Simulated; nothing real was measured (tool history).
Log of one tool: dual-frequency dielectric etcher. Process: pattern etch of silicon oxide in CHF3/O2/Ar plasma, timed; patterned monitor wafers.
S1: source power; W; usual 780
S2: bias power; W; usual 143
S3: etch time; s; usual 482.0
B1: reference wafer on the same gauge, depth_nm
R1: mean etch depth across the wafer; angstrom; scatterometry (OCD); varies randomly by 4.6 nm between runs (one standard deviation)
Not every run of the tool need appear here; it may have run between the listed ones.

run 1 hour=0.0 | S1=780 S2=143 S3=482.0 | B1=1010.5 | R1=10630
run 2 hour=100.8 | S1=780 S2=143 S3=482.0 | B1=1010.1 | R1=10512
run 3 hour=179.0 | S1=720 S2=143 S3=564.0 | B1=1010.7 | R1=11819
run 4 hour=272.5 | S1=720 S2=143 S3=564.0 | B1=1011.0 | R1=11874
run 5 hour=362.8 | S1=840 S2=143 S3=482.0 | B1=1009.9 | R1=10811
run 6 hour=445.8 | S1=840 S2=143 S3=482.0 | B1=1011.1 | R1=10738
run 7 hour=542.5 | S1=840 S2=143 S3=482.0 | B1=1011.7 | R1=10783
run 8 hour=585.9 | S1=780 S2=160 S3=482.0 | B1=1008.9 | R1=10599
run 9 hour=704.6 | S1=780 S2=160 S3=482.0 | B1=1008.7 | R1=10933
run 10 hour=731.9 | S1=780 S2=143 S3=482.0 | B1=1011.4 | R1=10612
run 11 hour=799.1 | S1=780 S2=143 S3=482.0 | B1=1010.0 | R1=10605
run 12 hour=931.1 | S1=780 S2=143 S3=554.5 | B1=1010.2 | R1=12130
run 13 hour=1024.2 | S1=780 S2=143 S3=554.5 | B1=1009.4 | R1=12152
run 14 hour=1084.1 | S1=780 S2=143 S3=482.0 | B1=1009.6 | R1=10505
run 15 hour=1133.9 | S1=690 S2=158 S3=482.0 | B1=1010.9 | R1=10211
run 16 hour=1185.8 | S1=590 S2=162 S3=384.0 | B1=1011.3 | R1=7330
run 17 hour=1252.9 | S1=720 S2=143 S3=482.0 | B1=1009.7 | R1=9854
run 18 hour=1310.7 | S1=780 S2=143 S3=350.5 | B1=1012.2 | R1=7363
run 19 hour=1359.4 | S1=780 S2=143 S3=482.0 | B1=1009.5 | R1=10079
run 20 hour=1457.5 | S1=950 S2=159 S3=482.0 | B1=1009.4 | R1=11755
run 21 hour=1534.0 | S1=600 S2=109 S3=482.0 | B1=1010.0 | R1=8660
run 22 hour=1616.3 | S1=780 S2=125 S3=482.0 | B1=1009.8 | R1=10055
run 23 hour=1702.9 | S1=930 S2=165 S3=366.5 | B1=1010.8 | R1=8751
run 24 hour=1772.9 | S1=970 S2=128 S3=348.5 | B1=1010.3 | R1=8037
run 25 hour=1830.3 | S1=650 S2=143 S3=410.5 | B1=1010.0 | R1=8127
run 26 hour=1914.3 | S1=780 S2=143 S3=482.0 | B1=1010.2 | R1=10339
run 27 hour=2198.6 | S1=780 S2=143 S3=482.0 | B1=1010.6 | R1=10497
run 28 hour=2278.8 | S1=780 S2=143 S3=482.0 | B1=1009.9 | R1=10311
run 29 hour=2382.4 | S1=720 S2=143 S3=564.0 | B1=1010.0 | R1=11673

Put back what was entered between runs (7 entries, withheld): which listed runs does each sit between, and how does the hidden state differ from the listed run before to the listed run after?
Runs 8 to 9: wet clean of the chamber (hour 704.1)
  etch rate over this chamber's usual, %: -2.39 -> -0.392; source power that arrives over what is set, %: 3.76 -> 4.24
  measured value less the no-hidden-state value, R1: -82 -> +159 angstrom
Runs 13 to 14: upper electrode replaced (hour 1083.6)
  etch rate over this chamber's usual, %: -1.75 -> -2.01; source power that arrives over what is set, %: 5.7 -> 6
  measured value less the no-hidden-state value, R1: +87 -> +61 angstrom
Runs 14 to 15: gauge calibrated (hour 1125.0)
  etch rate over this chamber's usual, %: -2.01 -> -2.22; source power that arrives over what is set, %: 6 -> 6.26
  measured value less the no-hidden-state value, R1: +61 -> +47 angstrom
Runs 15 to 16: source power generator calibrated (hour 1170.2)
  etch rate over this chamber's usual, %: -2.22 -> -2.44; source power that arrives over what is set, %: 6.26 -> -0.459
  measured value less the no-hidden-state value, R1: +47 -> -198 angstrom
Runs 18 to 19: bias power generator calibrated (hour 1334.3)
  etch rate over this chamber's usual, %: -2.97 -> -3.18; source power that arrives over what is set, %: -0.434 -> -0.414
  measured value less the no-hidden-state value, R1: -241 -> -351 angstrom
Runs 19 to 20: wet clean of the chamber (hour 1419.9)
  etch rate over this chamber's usual, %: -3.18 -> 0.237; source power that arrives over what is set, %: -0.414 -> -0.355
  measured value less the no-hidden-state value, R1: -351 -> +9 angstrom
Runs 26 to 27: wet clean of the chamber (hour 2100.0)
  etch rate over this chamber's usual, %: -1.71 -> -0.412; source power that arrives over what is set, %: 0.238 -> 0.872
  measured value less the no-hidden-state value, R1: -168 -> -3 angstrom
